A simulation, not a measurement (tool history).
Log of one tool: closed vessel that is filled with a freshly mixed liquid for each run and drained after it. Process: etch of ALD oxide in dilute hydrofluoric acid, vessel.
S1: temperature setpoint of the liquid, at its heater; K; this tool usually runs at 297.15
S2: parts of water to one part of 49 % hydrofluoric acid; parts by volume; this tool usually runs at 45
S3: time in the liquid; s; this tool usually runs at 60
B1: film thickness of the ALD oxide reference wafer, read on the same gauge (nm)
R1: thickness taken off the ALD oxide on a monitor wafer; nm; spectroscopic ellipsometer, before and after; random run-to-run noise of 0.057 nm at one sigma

{"run": 1, "day": 0.0, "S1": 298.65, "S2": 50, "S3": 60, "B1": 60.01, "R1": 19.62}
{"run": 2, "day": 0.338, "S1": 293.65, "S2": 45, "S3": 60, "B1": 59.98, "R1": 17.81}
{"run": 3, "day": 0.592, "S1": 293.65, "S2": 45, "S3": 60, "B1": 60.01, "R1": 17.87}
{"run": 4, "day": 1.254, "S1": 297.15, "S2": 50, "S3": 60, "B1": 59.97, "R1": 18.55}
{"run": 5, "day": 1.633, "S1": 297.15, "S2": 45, "S3": 60, "B1": 60.01, "R1": 20.59}
{"run": 6, "day": 2.117, "S1": 297.15, "S2": 45, "S3": 60, "B1": 60.0, "R1": 20.86}
{"run": 7, "day": 2.604, "S1": 297.15, "S2": 45, "S3": 60, "B1": 60.0, "R1": 20.83}
{"run": 8, "day": 2.946, "S1": 297.15, "S2": 45, "S3": 35, "B1": 60.0, "R1": 12.18}
{"day": 3.329, "done": "thermometer replaced"}
{"run": 9, "day": 3.388, "S1": 297.15, "S2": 45, "S3": 35, "B1": 60.0, "R1": 11.08}
{"run": 10, "day": 3.754, "S1": 297.15, "S2": 45, "S3": 60, "B1": 60.01, "R1": 18.95}
{"run": 11, "day": 4.188, "S1": 297.15, "S2": 45, "S3": 60, "B1": 60.01, "R1": 19.05}
{"run": 12, "day": 4.704, "S1": 297.15, "S2": 45, "S3": 60, "B1": 60.01, "R1": 19.11}
{"run": 13, "day": 5.021, "S1": 300.15, "S2": 45, "S3": 60, "B1": 59.99, "R1": 21.6}
{"run": 14, "day": 5.279, "S1": 297.15, "S2": 45, "S3": 60, "B1": 59.95, "R1": 19.15}
{"run": 15, "day": 5.862, "S1": 300.15, "S2": 55, "S3": 85, "B1": 60.0, "R1": 24.65}
{"run": 16, "day": 6.162, "S1": 293.65, "S2": 55, "S3": 40, "B1": 59.99, "R1": 8.87}
{"run": 17, "day": 6.829, "S1": 297.15, "S2": 45, "S3": 60, "B1": 59.98, "R1": 19.17}
{"run": 18, "day": 7.271, "S1": 297.15, "S2": 50, "S3": 60, "B1": 60.0, "R1": 17.16}
{"run": 19, "day": 7.812, "S1": 298.65, "S2": 55, "S3": 45, "B1": 60.02, "R1": 12.36}
{"day": 7.933, "done": "hydrofluoric acid flow meter replaced"}
{"run": 20, "day": 8.35, "S1": 297.15, "S2": 35, "S3": 60, "B1": 59.99, "R1": 22.25}
{"run": 21, "day": 8.7, "S1": 297.15, "S2": 45, "S3": 60, "B1": 59.98, "R1": 16.99}
{"run": 22, "day": 9.258, "S1": 297.15, "S2": 25, "S3": 60, "B1": 60.0, "R1": 31.33}
{"run": 23, "day": 9.788, "S1": 300.65, "S2": 55, "S3": 30, "B1": 60.02, "R1": 7.92}
{"day": 9.962, "done": "gauge calibrated"}
{"run": 24, "day": 10.171, "S1": 297.15, "S2": 25, "S3": 60, "B1": 60.04, "R1": 31.62}
{"run": 25, "day": 10.692, "S1": 295.15, "S2": 55, "S3": 40, "B1": 59.98, "R1": 8.5}
{"run": 26, "day": 10.946, "S1": 297.15, "S2": 45, "S3": 90, "B1": 60.01, "R1": 25.63}
{"run": 27, "day": 11.562, "S1": 297.15, "S2": 25, "S3": 45, "B1": 60.0, "R1": 23.87}
{"run": 28, "day": 11.9, "S1": 294.65, "S2": 35, "S3": 90, "B1": 59.99, "R1": 30.26}
{"run": 29, "day": 12.579, "S1": 297.15, "S2": 45, "S3": 60, "B1": 60.01, "R1": 17.25}
{"run": 30, "day": 12.983, "S1": 301.15, "S2": 40, "S3": 30, "B1": 59.96, "R1": 11.48}
{"run": 31, "day": 13.562, "S1": 297.15, "S2": 45, "S3": 60, "B1": 59.99, "R1": 17.33}
{"run": 32, "day": 13.95, "S1": 297.15, "S2": 45, "S3": 60, "B1": 59.97, "R1": 17.38}
{"run": 33, "day": 14.283, "S1": 300.15, "S2": 25, "S3": 90, "B1": 60.01, "R1": 54.57}

The tool's hidden state at each run:
gauge reads high (%): 0 at every run
H1: liquid hotter than its thermometer reads (K)
H2: hydrofluoric acid flow above the setpoint (%)
run=1 H1=2.25 H2=11.5
run=2 H1=2.26 H2=11.5
run=3 H1=2.27 H2=11.6
run=4 H1=2.28 H2=11.8
run=5 H1=2.29 H2=11.8
run=6 H1=2.31 H2=12
run=7 H1=2.32 H2=12.1
run=8 H1=2.33 H2=12.1
run=9 H1=0.104 H2=12.3
run=10 H1=0.114 H2=12.3
run=11 H1=0.124 H2=12.4
run=12 H1=0.137 H2=12.6
run=13 H1=0.145 H2=12.6
run=14 H1=0.152 H2=12.7
run=15 H1=0.166 H2=12.8
run=16 H1=0.174 H2=12.9
run=17 H1=0.191 H2=13.1
run=18 H1=0.202 H2=13.2
run=19 H1=0.215 H2=13.3
run=20 H1=0.229 H2=0.504
run=21 H1=0.237 H2=0.586
run=22 H1=0.251 H2=0.717
run=23 H1=0.264 H2=0.841
run=24 H1=0.274 H2=0.93
run=25 H1=0.287 H2=1.05
run=26 H1=0.293 H2=1.11
run=27 H1=0.309 H2=1.26
run=28 H1=0.317 H2=1.33
run=29 H1=0.334 H2=1.49
run=30 H1=0.344 H2=1.59
run=31 H1=0.359 H2=1.72
run=32 H1=0.369 H2=1.81
run=33 H1=0.377 H2=1.89

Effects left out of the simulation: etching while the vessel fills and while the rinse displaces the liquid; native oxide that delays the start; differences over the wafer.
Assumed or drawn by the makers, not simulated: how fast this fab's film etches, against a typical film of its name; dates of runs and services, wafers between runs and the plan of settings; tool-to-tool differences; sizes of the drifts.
